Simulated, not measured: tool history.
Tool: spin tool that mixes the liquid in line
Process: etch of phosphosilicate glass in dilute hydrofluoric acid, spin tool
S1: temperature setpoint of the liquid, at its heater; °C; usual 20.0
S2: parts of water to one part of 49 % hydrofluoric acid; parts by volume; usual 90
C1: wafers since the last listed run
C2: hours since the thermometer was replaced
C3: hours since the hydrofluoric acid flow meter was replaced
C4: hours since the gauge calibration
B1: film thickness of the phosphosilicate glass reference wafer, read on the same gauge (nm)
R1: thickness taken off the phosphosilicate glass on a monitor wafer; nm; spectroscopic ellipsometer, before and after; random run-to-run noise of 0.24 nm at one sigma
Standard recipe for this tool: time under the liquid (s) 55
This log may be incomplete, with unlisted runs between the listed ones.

run 1 hour=0.0 | S1=20.0 S2=90 time_under_the_liquid_(s)=55 | C1=0 C2=2669.0 C3=977.9 C4=157.6 | B1=110.00 | R1=31.33
run 2 hour=33.5 | S1=20.0 S2=90 time_under_the_liquid_(s)=55 | C1=465 C2=2702.5 C3=1011.4 C4=191.1 | B1=110.00 | R1=31.53
run 3 hour=59.3 | S1=20.0 S2=90 time_under_the_liquid_(s)=55 | C1=358 C2=2728.3 C3=1037.2 C4=216.9 | B1=109.97 | R1=31.15
run 4 hour=94.6 | S1=20.0 S2=90 time_under_the_liquid_(s)=55 | C1=490 C2=2763.6 C3=1072.5 C4=252.2 | B1=109.97 | R1=31.38
run 5 hour=122.6 | S1=20.0 S2=90 time_under_the_liquid_(s)=55 | C1=388 C2=2791.6 C3=1100.5 C4=280.2 | B1=109.97 | R1=31.25
run 6 hour=138.4 | S1=20.0 S2=90 time_under_the_liquid_(s)=55 | C1=219 C2=2807.4 C3=1116.3 C4=296.0 | B1=109.97 | R1=31.91
run 7 hour=166.7 | S1=20.0 S2=90 time_under_the_liquid_(s)=55 | C1=392 C2=2835.7 C3=1144.6 C4=324.3 | B1=110.03 | R1=31.58
run 8 hour=191.5 | S1=20.0 S2=90 time_under_the_liquid_(s)=55 | C1=344 C2=2860.5 C3=1169.4 C4=349.1 | B1=110.01 | R1=31.15
run 9 hour=220.4 | S1=20.0 S2=90 time_under_the_liquid_(s)=55 | C1=401 C2=2889.4 C3=1198.3 C4=378.0 | B1=110.04 | R1=30.92
run 10 hour=252.4 | S1=20.0 S2=90 time_under_the_liquid_(s)=55 | C1=444 C2=2921.4 C3=1230.3 C4=410.0 | B1=109.98 | R1=31.39
run 11 hour=273.1 | S1=20.0 S2=90 time_under_the_liquid_(s)=55 | C1=287 C2=2942.1 C3=1251.0 C4=430.7 | B1=110.01 | R1=31.15
-- hour=276.9 hydrofluoric acid flow meter replaced
run 12 hour=296.1 | S1=20.0 S2=90 time_under_the_liquid_(s)=55 | C1=305 C2=2965.1 C3=19.2 C4=453.7 | B1=110.01 | R1=30.90
run 13 hour=316.8 | S1=20.0 S2=90 time_under_the_liquid_(s)=55 | C1=287 C2=2985.8 C3=39.9 C4=474.4 | B1=110.04 | R1=31.11
-- hour=336.6 thermometer replaced
run 14 hour=349.6 | S1=20.0 S2=90 time_under_the_liquid_(s)=55 | C1=441 C2=13.0 C3=72.7 C4=507.2 | B1=110.00 | R1=34.34
run 15 hour=367.7 | S1=20.0 S2=90 time_under_the_liquid_(s)=55 | C1=251 C2=31.1 C3=90.8 C4=525.3 | B1=110.01 | R1=34.46
run 16 hour=470.8 | S1=18.5 S2=90 time_under_the_liquid_(s)=25 | C1=1431 C2=134.2 C3=193.9 C4=628.4 | B1=110.06 | R1=14.45
run 17 hour=502.9 | S1=20.0 S2=125 time_under_the_liquid_(s)=55 | C1=445 C2=166.3 C3=226.0 C4=660.5 | B1=110.00 | R1=23.57
run 18 hour=516.7 | S1=17.0 S2=110 time_under_the_liquid_(s)=30 | C1=191 C2=180.1 C3=239.8 C4=674.3 | B1=110.00 | R1=13.26
run 19 hour=545.0 | S1=20.0 S2=90 time_under_the_liquid_(s)=35 | C1=392 C2=208.4 C3=268.1 C4=702.6 | B1=110.01 | R1=21.68
run 20 hour=567.7 | S1=20.0 S2=90 time_under_the_liquid_(s)=70 | C1=315 C2=231.1 C3=290.8 C4=725.3 | B1=109.99 | R1=43.74
run 21 hour=591.0 | S1=17.0 S2=75 time_under_the_liquid_(s)=35 | C1=323 C2=254.4 C3=314.1 C4=748.6 | B1=110.05 | R1=23.28
run 22 hour=603.2 | S1=22.5 S2=90 time_under_the_liquid_(s)=55 | C1=169 C2=266.6 C3=326.3 C4=760.8 | B1=110.00 | R1=37.90
-- hour=604.6 gauge calibrated
run 23 hour=627.1 | S1=24.0 S2=90 time_under_the_liquid_(s)=65 | C1=331 C2=290.5 C3=350.2 C4=22.5 | B1=109.99 | R1=47.40
run 24 hour=650.6 | S1=17.5 S2=50 time_under_the_liquid_(s)=55 | C1=326 C2=314.0 C3=373.7 C4=46.0 | B1=109.99 | R1=58.62
run 25 hour=663.6 | S1=20.0 S2=90 time_under_the_liquid_(s)=55 | C1=180 C2=327.0 C3=386.7 C4=59.0 | B1=110.01 | R1=33.92
run 26 hour=730.8 | S1=22.0 S2=45 time_under_the_liquid_(s)=55 | C1=932 C2=394.2 C3=453.9 C4=126.2 | B1=109.99 | R1=77.52
run 27 hour=743.0 | S1=18.5 S2=90 time_under_the_liquid_(s)=40 | C1=169 C2=406.4 C3=466.1 C4=138.4 | B1=110.02 | R1=23.36
run 28 hour=759.6 | S1=20.0 S2=90 time_under_the_liquid_(s)=55 | C1=230 C2=423.0 C3=482.7 C4=155.0 | B1=110.01 | R1=34.08
run 29 hour=776.2 | S1=21.5 S2=90 time_under_the_liquid_(s)=55 | C1=230 C2=439.6 C3=499.3 C4=171.6 | B1=109.99 | R1=36.49

Below are 4 alternative next runs, each starting from the tool's condition after run 29. Predict each:
run A hour=776.6 | S1=20.0 S2=90 time_under_the_liquid_(s)=45 | C1=5 C2=440.0 C3=499.7 C4=172.0 | B1=? | R1=?
run B hour=776.6 | S1=23.0 S2=90 time_under_the_liquid_(s)=55 | C1=5 C2=440.0 C3=499.7 C4=172.0 | B1=? | R1=?
run C hour=776.6 | S1=18.5 S2=105 time_under_the_liquid_(s)=55 | C1=5 C2=440.0 C3=499.7 C4=172.0 | B1=? | R1=?
run D hour=776.6 | S1=17.0 S2=65 time_under_the_liquid_(s)=80 | C1=5 C2=440.0 C3=499.7 C4=172.0 | B1=? | R1=?

run=A B1=110.01 R1=27.81
run=B B1=110.01 R1=38.45
run=C B1=110.01 R1=26.93
run=D B1=110.01 R1=61.95
Take away the tool's hidden state, keep each run's random variation, and the runs would have read:
run=A R1=28.62
run=B R1=39.53
run=C R1=27.71
run=D R1=63.82

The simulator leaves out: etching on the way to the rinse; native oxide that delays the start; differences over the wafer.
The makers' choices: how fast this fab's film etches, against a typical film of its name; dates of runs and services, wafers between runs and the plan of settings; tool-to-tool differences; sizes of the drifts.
